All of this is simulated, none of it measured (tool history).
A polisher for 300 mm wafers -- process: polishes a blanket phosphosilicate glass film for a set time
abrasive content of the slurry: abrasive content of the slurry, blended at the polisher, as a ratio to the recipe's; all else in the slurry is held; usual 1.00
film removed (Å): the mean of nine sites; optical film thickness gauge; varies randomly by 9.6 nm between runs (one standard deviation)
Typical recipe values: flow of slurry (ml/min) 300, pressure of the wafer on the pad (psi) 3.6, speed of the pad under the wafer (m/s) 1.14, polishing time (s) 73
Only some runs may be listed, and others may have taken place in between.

run,hour,flow of slurry (ml/min),pressure of the wafer on the pad (psi),speed of the pad under the wafer (m/s),abrasive content of the slurry,polishing time (s),wafers since the last listed run,wafers polished on this pad,hours since the slurry nozzle was cleaned,hours since the head pressure was calibrated,hours since the slurry blender was calibrated,hours since the conditioning disc was replaced,"incoming thickness of the incoming film, nm",film removed (Å)
1,0.0,300,4.4,0.90,1.00,73,0,844,96.4,122.3,193.9,105.4,3647.5,9334
2,31.6,300,4.4,0.90,1.00,73,380,1225,128.0,153.9,225.5,137.0,3683.1,9334
3,61.5,265,3.6,1.14,1.00,73,360,1585,157.9,183.8,255.4,166.9,3677.5,9787
# hour 188.2: slurry blender recalibrated
4,226.7,380,3.6,1.14,1.00,73,1966,3552,323.1,349.0,38.5,332.1,3691.4,9954
# hour 236.3: worn pad replaced by a new one
# hour 243.7: slurry nozzle cleaned
5,265.0,380,3.6,1.14,1.00,73,401,333,21.3,387.3,76.8,370.4,3689.0,10003
6,300.6,300,3.6,1.14,1.00,63,429,762,56.9,422.9,112.4,406.0,3675.9,8607
7,367.3,300,3.6,1.14,1.00,63,803,1566,123.6,489.6,179.1,472.7,3710.1,8607
8,399.1,300,3.6,1.14,1.00,63,383,1949,155.4,521.4,210.9,504.5,3710.9,8721
# hour 420.4: conditioning disc replaced and pad reconditioned
9,469.0,300,4.8,0.90,0.70,73,818,2768,225.3,591.3,280.8,48.6,3680.4,8264
10,532.3,300,3.6,1.14,1.00,63,762,3531,288.6,654.6,344.1,111.9,3625.5,8792
# hour 545.9: worn pad replaced by a new one
11,566.9,260,2.4,1.14,1.00,55,368,252,323.2,689.2,378.7,146.5,3641.0,5764
# hour 595.7: slurry blender recalibrated
12,600.9,300,3.6,1.14,1.00,73,385,638,357.2,723.2,5.2,180.5,3636.6,10571
# hour 621.1: head pressure recalibrated
# hour 630.7: slurry nozzle cleaned
13,666.6,300,3.6,1.14,1.00,63,755,1393,35.9,45.5,70.9,246.2,3714.8,8245
14,692.9,300,2.5,1.14,1.10,64,316,1710,62.2,71.8,97.2,272.5,3727.1,6917
15,740.2,300,3.6,1.14,1.15,80,570,2280,109.5,119.1,144.5,319.8,3732.7,11261
16,805.5,300,3.6,1.14,1.00,86,786,3067,174.8,184.4,209.8,385.1,3679.6,11433
# hour 827.9: worn pad replaced by a new one
# hour 850.5: conditioning disc replaced and pad reconditioned
17,872.8,300,3.6,1.14,1.00,73,738,517,242.1,251.7,277.1,22.3,3671.0,9741
18,958.4,400,3.6,1.32,1.00,96,1031,1549,327.7,337.3,362.7,107.9,3705.4,14572
19,1013.8,300,3.6,1.14,1.00,73,667,2216,383.1,392.7,418.1,163.3,3674.7,9679
# hour 1015.8: slurry nozzle cleaned
20,1058.6,300,2.6,1.40,1.10,73,527,2744,42.8,437.5,462.9,208.1,3657.7,9541
# hour 1061.6: slurry blender recalibrated
21,1111.9,300,3.6,1.14,1.00,73,618,3362,96.1,490.8,50.3,261.4,3671.8,9828
22,1136.7,300,3.6,1.14,0.85,73,298,3661,120.9,515.6,75.1,286.2,3716.8,9006
# hour 1193.3: worn pad replaced by a new one
23,1196.6,345,4.8,1.14,1.00,47,673,39,180.8,575.5,135.0,346.1,3659.0,8123
24,1261.7,220,3.6,1.14,0.90,73,784,823,245.9,640.6,200.1,411.2,3653.7,9188
# hour 1289.5: conditioning disc replaced and pad reconditioned
# hour 1289.7: head pressure recalibrated
25,1293.2,395,4.5,1.14,1.00,82,352,1176,277.4,3.5,231.6,3.7,3627.8,12935

For each run, what was the tool's unlogged condition?
removal rate lost through wear of the pad, %: 0 in every run
slurry flow missing at the pad, %: 0 in every run
abrasive missing from the slurry, %: 0 in every run
time polished since the conditioner stopped cutting, s: 0 in every run
H1: deviation of the head's pressure from its setpoint, %
run,H1
1,0.0313
2,0.191
3,0.377
4,1.99
5,2.51
6,3.04
7,4.16
8,4.75
9,6.17
10,7.62
11,8.47
12,9.35
13,-1.6
14,-1.54
15,-1.38
16,-1.01
17,-0.476
18,0.449
19,1.19
20,1.87
21,2.78
22,3.24
23,4.44
24,5.89
25,0.283

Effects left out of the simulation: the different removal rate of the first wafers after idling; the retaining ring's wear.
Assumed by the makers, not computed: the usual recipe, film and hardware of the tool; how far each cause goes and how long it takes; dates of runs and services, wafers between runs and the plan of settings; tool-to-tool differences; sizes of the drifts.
